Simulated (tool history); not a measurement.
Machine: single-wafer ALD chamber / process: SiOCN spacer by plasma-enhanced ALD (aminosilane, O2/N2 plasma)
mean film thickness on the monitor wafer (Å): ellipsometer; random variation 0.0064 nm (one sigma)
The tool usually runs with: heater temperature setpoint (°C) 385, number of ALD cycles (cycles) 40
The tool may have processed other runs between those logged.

| run | hour | heater temperature setpoint (°C) | number of ALD cycles (cycles) | wafers since the last listed run | hours since the last thermocouple change | hours since the gauge calibration | read-back reference wafer on the same gauge, thickness_nm | mean film thickness on the monitor wafer (Å) |
|---|---|---|---|---|---|---|---|---|
| 1 | 0.0 | 396 | 40 | 0 | 1907.3 | 405.1 | 2.699 | 25.86 |
| 2 | 43.6 | 396 | 40 | 252 | 1950.9 | 448.7 | 2.701 | 25.91 |
| 3 | 108.8 | 385 | 40 | 377 | 2016.1 | 513.9 | 2.701 | 25.93 |
| 4 | 171.9 | 385 | 40 | 365 | 2079.2 | 577.0 | 2.706 | 25.91 |
| 5 | 208.6 | 385 | 40 | 212 | 2115.9 | 613.7 | 2.706 | 25.91 |
| 6 | 253.6 | 385 | 40 | 260 | 2160.9 | 658.7 | 2.707 | 25.86 |
| 7 | 314.2 | 385 | 40 | 350 | 2221.5 | 719.3 | 2.708 | 25.84 |
| 8 | 413.5 | 385 | 40 | 574 | 2320.8 | 818.6 | 2.714 | 25.95 |
|  | 430.4 | thermocouple changed; heater temperature recalibrated |
|  | 434.7 | gauge calibrated |
| 9 | 460.2 | 398 | 40 | 223 | 29.8 | 25.5 | 2.693 | 25.83 |
| 10 | 533.6 | 385 | 33 | 424 | 103.2 | 98.9 | 2.698 | 21.38 |
| 11 | 603.9 | 381 | 43 | 406 | 173.5 | 169.2 | 2.692 | 27.76 |
| 12 | 685.0 | 385 | 40 | 469 | 254.6 | 250.3 | 2.701 | 25.78 |
| 13 | 776.7 | 399 | 42 | 530 | 346.3 | 342.0 | 2.705 | 27.08 |
| 14 | 914.1 | 379 | 44 | 794 | 483.7 | 479.4 | 2.703 | 28.59 |
| 15 | 987.9 | 375 | 47 | 426 | 557.5 | 553.2 | 2.713 | 30.36 |
| 16 | 1060.5 | 381 | 38 | 419 | 630.1 | 625.8 | 2.714 | 24.69 |

Consider 4 possible next runs. They are alternatives, not a sequence: every one starts from the tool as it was left by run 16. What does each give?
| A | 1061.0 | 385 | 40 | 2 | 630.6 | 626.3 | ? | ? |
| B | 1061.0 | 385 | 48 | 2 | 630.6 | 626.3 | ? | ? |
| C | 1061.0 | 385 | 43 | 2 | 630.6 | 626.3 | ? | ? |
| D | 1061.0 | 385 | 47 | 2 | 630.6 | 626.3 | ? | ? |

| run | read-back reference wafer on the same gauge, thickness_nm | mean film thickness on the monitor wafer (Å) |
|---|---|---|
| A | 2.712 | 25.94 |
| B | 2.712 | 31.13 |
| C | 2.712 | 27.88 |
| D | 2.712 | 30.48 |
Without the tool's hidden state the same runs would have given:
| run | mean film thickness on the monitor wafer (Å) |
|---|---|
| A | 25.72 |
| B | 30.86 |
| C | 27.65 |
| D | 30.22 |
